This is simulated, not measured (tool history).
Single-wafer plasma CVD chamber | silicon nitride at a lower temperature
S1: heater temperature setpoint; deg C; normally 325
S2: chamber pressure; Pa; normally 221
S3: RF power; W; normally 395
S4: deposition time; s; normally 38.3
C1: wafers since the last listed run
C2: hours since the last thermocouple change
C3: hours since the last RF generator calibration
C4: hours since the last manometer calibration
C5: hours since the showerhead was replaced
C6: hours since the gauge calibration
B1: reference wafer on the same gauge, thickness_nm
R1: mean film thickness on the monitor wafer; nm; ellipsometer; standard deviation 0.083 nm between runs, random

Run 1, day 0.000: usual settings but S1 320 deg C; C1 0; C2 1019.3; C3 949.1; C4 2631.0; C5 4283.9; C6 62.8; B1 62.227. Result: R1 53.200 nm.
Run 2, day 0.567: usual settings but S1 320 deg C; C1 213; C2 1032.9; C3 962.7; C4 2644.6; C5 4297.5; C6 76.4; B1 62.214. Result: R1 53.249 nm.
Run 3, day 0.967: usual settings; C1 150; C2 1042.5; C3 972.3; C4 2654.2; C5 4307.1; C6 86.0; B1 62.215. Result: R1 53.092 nm.
Run 4, day 1.671: usual settings; C1 265; C2 1059.4; C3 989.2; C4 2671.1; C5 4324.0; C6 102.9; B1 62.199. Result: R1 53.047 nm.
At day 2.517: capacitance manometer re-zeroed and calibrated.
At day 2.575: gauge calibrated.
At day 2.800: thermocouple changed; heater temperature recalibrated.
Run 5, day 2.821: usual settings but S4 34.2 s; C1 201; C2 0.5; C3 1016.8; C4 7.3; C5 4351.6; C6 5.9; B1 62.207. Result: R1 47.220 nm.
Run 6, day 2.833: usual settings but S4 34.2 s; C1 4; C2 0.8; C3 1017.1; C4 7.6; C5 4351.9; C6 6.2; B1 62.190. Result: R1 47.192 nm.
Run 7, day 3.000: usual settings but S4 34.2 s; C1 62; C2 4.8; C3 1021.1; C4 11.6; C5 4355.9; C6 10.2; B1 62.179. Result: R1 47.238 nm.
At day 3.483: showerhead replaced.
Run 8, day 3.504: usual settings but S1 319 deg C; C1 64; C2 16.9; C3 1033.2; C4 23.7; C5 0.5; C6 22.3; B1 62.183. Result: R1 52.824 nm.
Run 9, day 4.029: usual settings; C1 197; C2 29.5; C3 1045.8; C4 36.3; C5 13.1; C6 34.9; B1 62.208. Result: R1 52.643 nm.
Run 10, day 4.388: usual settings but S1 316 deg C, S2 268 Pa, S3 330 W; C1 135; C2 38.1; C3 1054.4; C4 44.9; C5 21.7; C6 43.5; B1 62.217. Result: R1 50.837 nm.
Run 11, day 5.121: usual settings but S3 350 W; C1 276; C2 55.7; C3 1072.0; C4 62.5; C5 39.3; C6 61.1; B1 62.200. Result: R1 49.190 nm.
Run 12, day 5.446: usual settings but S1 331 deg C, S2 197 Pa, S4 36.1 s; C1 122; C2 63.5; C3 1079.8; C4 70.3; C5 47.1; C6 68.9; B1 62.199. Result: R1 47.695 nm.
At day 5.954: RF generator calibrated.
Run 13, day 5.975: usual settings but S1 314 deg C, S2 179 Pa, S3 420 W, S4 43.9 s; C1 73; C2 76.2; C3 0.5; C4 83.0; C5 59.8; C6 81.6; B1 62.227. Result: R1 60.780 nm.
Run 14, day 6.562: usual settings but S2 249 Pa; C1 221; C2 90.3; C3 14.6; C4 97.1; C5 73.9; C6 95.7; B1 62.187. Result: R1 57.205 nm.
Run 15, day 7.125: usual settings but S2 272 Pa; C1 212; C2 103.8; C3 28.1; C4 110.6; C5 87.4; C6 109.2; B1 62.200. Result: R1 58.452 nm.
Run 16, day 7.800: usual settings; C1 254; C2 120.0; C3 44.3; C4 126.8; C5 103.6; C6 125.4; B1 62.203. Result: R1 55.051 nm.

Here are 4 independent what-if runs from the current tool condition. What would each one return?
Run A, day 7.817: usual settings but S3 370 W; C1 6; C2 120.4; C3 44.7; C4 127.2; C5 104.0; C6 125.8; B1 ?. Result: R1 ?.
Run B, day 7.817: usual settings but S1 310 deg C, S2 260 Pa, S3 340 W, S4 33.1 s; C1 6; C2 120.4; C3 44.7; C4 127.2; C5 104.0; C6 125.8; B1 ?. Result: R1 ?.
Run C, day 7.817: usual settings but S1 331 deg C; C1 6; C2 120.4; C3 44.7; C4 127.2; C5 104.0; C6 125.8; B1 ?. Result: R1 ?.
Run D, day 7.817: usual settings but S1 311 deg C, S2 240 Pa, S3 425 W; C1 6; C2 120.4; C3 44.7; C4 127.2; C5 104.0; C6 125.8; B1 ?. Result: R1 ?.

run      B1      R1
  A  62.187  52.979
  B  62.187  46.235
  C  62.187  54.736
  D  62.187  58.609
Stripped of hidden state, with their random variation kept, the same runs would have yielded:
run      R1
  A  53.183
  B  46.413
  C  54.934
  D  58.820
